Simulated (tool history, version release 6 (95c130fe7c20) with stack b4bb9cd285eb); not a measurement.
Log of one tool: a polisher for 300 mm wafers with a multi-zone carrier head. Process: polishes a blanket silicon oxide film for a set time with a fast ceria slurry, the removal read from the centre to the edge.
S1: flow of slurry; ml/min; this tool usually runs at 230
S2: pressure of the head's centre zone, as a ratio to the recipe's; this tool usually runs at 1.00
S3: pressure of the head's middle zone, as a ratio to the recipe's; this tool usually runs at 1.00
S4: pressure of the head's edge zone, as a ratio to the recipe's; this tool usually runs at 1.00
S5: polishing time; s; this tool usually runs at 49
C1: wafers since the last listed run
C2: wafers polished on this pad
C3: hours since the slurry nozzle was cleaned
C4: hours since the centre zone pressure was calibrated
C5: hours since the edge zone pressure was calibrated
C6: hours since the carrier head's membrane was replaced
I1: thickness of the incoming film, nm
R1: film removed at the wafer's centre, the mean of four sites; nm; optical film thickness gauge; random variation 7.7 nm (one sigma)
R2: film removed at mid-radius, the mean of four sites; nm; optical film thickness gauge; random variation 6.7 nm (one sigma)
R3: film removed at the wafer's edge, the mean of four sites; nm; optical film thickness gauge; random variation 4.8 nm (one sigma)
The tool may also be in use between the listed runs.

| run | hour | S1 | S2 | S3 | S4 | S5 | C1 | C2 | C3 | C4 | C5 | C6 | I1 | R1 | R2 | R3 |
|---|---|---|---|---|---|---|---|---|---|---|---|---|---|---|---|---|
| 1 | 0.0 | 230 | 1.00 | 1.00 | 1.00 | 49 | 0 | 1080 | 253.2 | 1064.0 | 650.6 | 571.1 | 3919.3 | 768.7 | 749.6 | 755.4 |
| 2 | 11.5 | 230 | 1.00 | 1.00 | 1.00 | 49 | 115 | 1196 | 264.7 | 1075.5 | 662.1 | 582.6 | 3940.9 | 750.2 | 764.1 | 744.0 |
| 3 | 23.8 | 230 | 1.00 | 1.00 | 1.00 | 49 | 123 | 1319 | 277.0 | 1087.8 | 674.4 | 594.9 | 3987.2 | 745.9 | 773.4 | 752.6 |
|  | 30.7 | worn pad replaced by a new one |
| 4 | 56.1 | 230 | 1.00 | 1.00 | 1.00 | 49 | 284 | 255 | 309.3 | 1120.1 | 706.7 | 627.2 | 3941.1 | 740.0 | 759.3 | 743.3 |
| 5 | 68.2 | 230 | 1.00 | 1.00 | 1.00 | 49 | 121 | 377 | 321.4 | 1132.2 | 718.8 | 639.3 | 3994.7 | 742.9 | 752.9 | 752.7 |
| 6 | 81.8 | 230 | 1.00 | 1.00 | 1.00 | 49 | 136 | 514 | 335.0 | 1145.8 | 732.4 | 652.9 | 3983.7 | 761.9 | 761.6 | 747.0 |
| 7 | 95.3 | 230 | 1.00 | 1.00 | 1.00 | 49 | 135 | 649 | 348.5 | 1159.3 | 745.9 | 666.4 | 4020.6 | 740.2 | 747.0 | 751.9 |
| 8 | 112.9 | 230 | 1.00 | 1.09 | 1.00 | 55 | 176 | 826 | 366.1 | 1176.9 | 763.5 | 684.0 | 3976.7 | 829.2 | 898.2 | 822.0 |
| 9 | 124.2 | 230 | 1.00 | 1.09 | 1.00 | 55 | 113 | 940 | 377.4 | 1188.2 | 774.8 | 695.3 | 4012.8 | 835.4 | 891.9 | 833.8 |
|  | 129.2 | carrier head's membrane replaced by a new one |
| 10 | 130.3 | 230 | 1.00 | 1.03 | 1.00 | 58 | 11 | 951 | 383.5 | 1194.3 | 780.9 | 1.1 | 4002.7 | 878.4 | 901.2 | 870.0 |
| 11 | 136.4 | 230 | 0.97 | 1.00 | 1.00 | 37 | 61 | 1012 | 389.6 | 1200.4 | 787.0 | 7.2 | 3926.1 | 541.2 | 560.3 | 560.8 |
| 12 | 150.1 | 230 | 1.08 | 1.06 | 0.91 | 33 | 137 | 1150 | 403.3 | 1214.1 | 800.7 | 20.9 | 3963.5 | 535.3 | 514.8 | 477.7 |
| 13 | 163.0 | 295 | 1.00 | 1.00 | 1.05 | 57 | 129 | 1280 | 416.2 | 1227.0 | 813.6 | 33.8 | 4031.3 | 879.3 | 893.6 | 905.4 |
| 14 | 174.4 | 230 | 1.00 | 1.00 | 1.00 | 49 | 114 | 1394 | 427.6 | 1238.4 | 825.0 | 45.2 | 3998.2 | 727.4 | 745.6 | 733.2 |
|  | 177.1 | slurry nozzle cleaned |
|  | 184.7 | edge zone pressure recalibrated |
|  | 185.4 | worn pad replaced by a new one |
| 15 | 187.2 | 280 | 1.12 | 1.05 | 1.00 | 66 | 92 | 18 | 10.1 | 1251.2 | 2.5 | 58.0 | 3951.2 | 1063.0 | 1003.5 | 964.2 |
| 16 | 200.2 | 190 | 1.00 | 1.00 | 1.00 | 59 | 130 | 149 | 23.1 | 1264.2 | 15.5 | 71.0 | 3978.1 | 782.9 | 792.9 | 825.6 |

Estimate the outcome of run 17 from the log above:
|  | 227.0 | slurry nozzle cleaned, repeated, since the last time left the tool worse |
| 17 | 239.9 | 230 | 0.97 | 1.00 | 1.00 | 37 | 389 | 538 | 12.9 | 1303.9 | 55.2 | 110.7 | 3931.1 | ? | ? | ? |

R1: 558.0 nm
R2: 579.3 nm
R3: 569.6 nm
On a tool with no hidden condition, and with the same random variation, this run would have come out at R1 559.3 nm, R2 580.5 nm, R3 570.4 nm.
